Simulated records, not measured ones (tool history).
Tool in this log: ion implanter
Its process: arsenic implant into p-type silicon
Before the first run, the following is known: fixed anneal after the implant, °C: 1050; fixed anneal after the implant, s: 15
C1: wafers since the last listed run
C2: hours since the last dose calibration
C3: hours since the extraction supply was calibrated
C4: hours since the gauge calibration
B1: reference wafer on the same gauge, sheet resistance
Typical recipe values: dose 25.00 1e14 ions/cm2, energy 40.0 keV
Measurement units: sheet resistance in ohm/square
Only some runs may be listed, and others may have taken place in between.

run 1 hour=0.0 | dose=25.00 energy=40.0 | C1=0 C2=250.9 C3=1447.7 C4=1431.8 | B1=82.64 | sheet_resistance=71.05
run 2 hour=71.4 | dose=25.00 energy=40.0 | C1=853 C2=322.3 C3=1519.1 C4=1503.2 | B1=82.63 | sheet_resistance=71.20
-- hour=266.9 Faraday cup replaced and dose calibrated
run 3 hour=276.7 | dose=25.00 energy=40.0 | C1=2359 C2=9.8 C3=1724.4 C4=1708.5 | B1=82.68 | sheet_resistance=70.83
run 4 hour=310.7 | dose=28.64 energy=46.5 | C1=406 C2=43.8 C3=1758.4 C4=1742.5 | B1=82.56 | sheet_resistance=63.98
run 5 hour=343.2 | dose=28.64 energy=46.5 | C1=388 C2=76.3 C3=1790.9 C4=1775.0 | B1=82.63 | sheet_resistance=64.15
run 6 hour=379.1 | dose=28.64 energy=46.5 | C1=429 C2=112.2 C3=1826.8 C4=1810.9 | B1=82.53 | sheet_resistance=63.91
run 7 hour=411.4 | dose=25.00 energy=29.0 | C1=386 C2=144.5 C3=1859.1 C4=1843.2 | B1=82.60 | sheet_resistance=78.86
run 8 hour=458.1 | dose=25.00 energy=40.0 | C1=558 C2=191.2 C3=1905.8 C4=1889.9 | B1=82.59 | sheet_resistance=70.74
run 9 hour=487.8 | dose=25.00 energy=47.0 | C1=355 C2=220.9 C3=1935.5 C4=1919.6 | B1=82.65 | sheet_resistance=67.23
run 10 hour=532.4 | dose=25.00 energy=40.0 | C1=533 C2=265.5 C3=1980.1 C4=1964.2 | B1=82.65 | sheet_resistance=70.61
run 11 hour=598.9 | dose=25.00 energy=40.0 | C1=795 C2=332.0 C3=2046.6 C4=2030.7 | B1=82.56 | sheet_resistance=70.81
run 12 hour=626.4 | dose=25.00 energy=45.0 | C1=328 C2=359.5 C3=2074.1 C4=2058.2 | B1=82.63 | sheet_resistance=67.90
run 13 hour=656.9 | dose=25.00 energy=45.0 | C1=364 C2=390.0 C3=2104.6 C4=2088.7 | B1=82.62 | sheet_resistance=67.89
-- hour=679.4 gauge calibrated
run 14 hour=711.8 | dose=25.00 energy=45.0 | C1=656 C2=444.9 C3=2159.5 C4=32.4 | B1=82.66 | sheet_resistance=67.73
run 15 hour=779.7 | dose=30.55 energy=40.0 | C1=812 C2=512.8 C3=2227.4 C4=100.3 | B1=82.63 | sheet_resistance=66.19
run 16 hour=838.0 | dose=25.00 energy=40.0 | C1=697 C2=571.1 C3=2285.7 C4=158.6 | B1=82.57 | sheet_resistance=70.63
run 17 hour=890.8 | dose=18.25 energy=34.0 | C1=631 C2=623.9 C3=2338.5 C4=211.4 | B1=82.52 | sheet_resistance=85.11
-- hour=913.6 Faraday cup replaced and dose calibrated
run 18 hour=922.7 | dose=28.54 energy=45.0 | C1=285 C2=9.1 C3=2370.4 C4=243.3 | B1=82.58 | sheet_resistance=64.46
run 19 hour=1122.3 | dose=27.88 energy=45.0 | C1=2387 C2=208.7 C3=2570.0 C4=442.9 | B1=82.65 | sheet_resistance=65.20
run 20 hour=1180.6 | dose=27.88 energy=45.0 | C1=697 C2=267.0 C3=2628.3 C4=501.2 | B1=82.67 | sheet_resistance=64.73
-- hour=1215.5 extraction supply calibrated
run 21 hour=1216.0 | dose=27.49 energy=34.5 | C1=327 C2=302.4 C3=0.5 C4=536.6 | B1=82.60 | sheet_resistance=72.86
run 22 hour=1269.4 | dose=20.92 energy=45.5 | C1=638 C2=355.8 C3=53.9 C4=590.0 | B1=82.62 | sheet_resistance=73.82

Run 23 comes next. What will it give?
run 23 hour=1304.9 | dose=31.60 energy=49.0 | C1=424 C2=391.3 C3=89.4 C4=625.5 | B1=? | sheet_resistance=?

Run 23 measured B1 82.61, sheet resistance 61.36 ohm/square.
Take away the tool's hidden state, keep the run-to-run variation as it was, and the same run would have given sheet resistance 61.35 ohm/square.
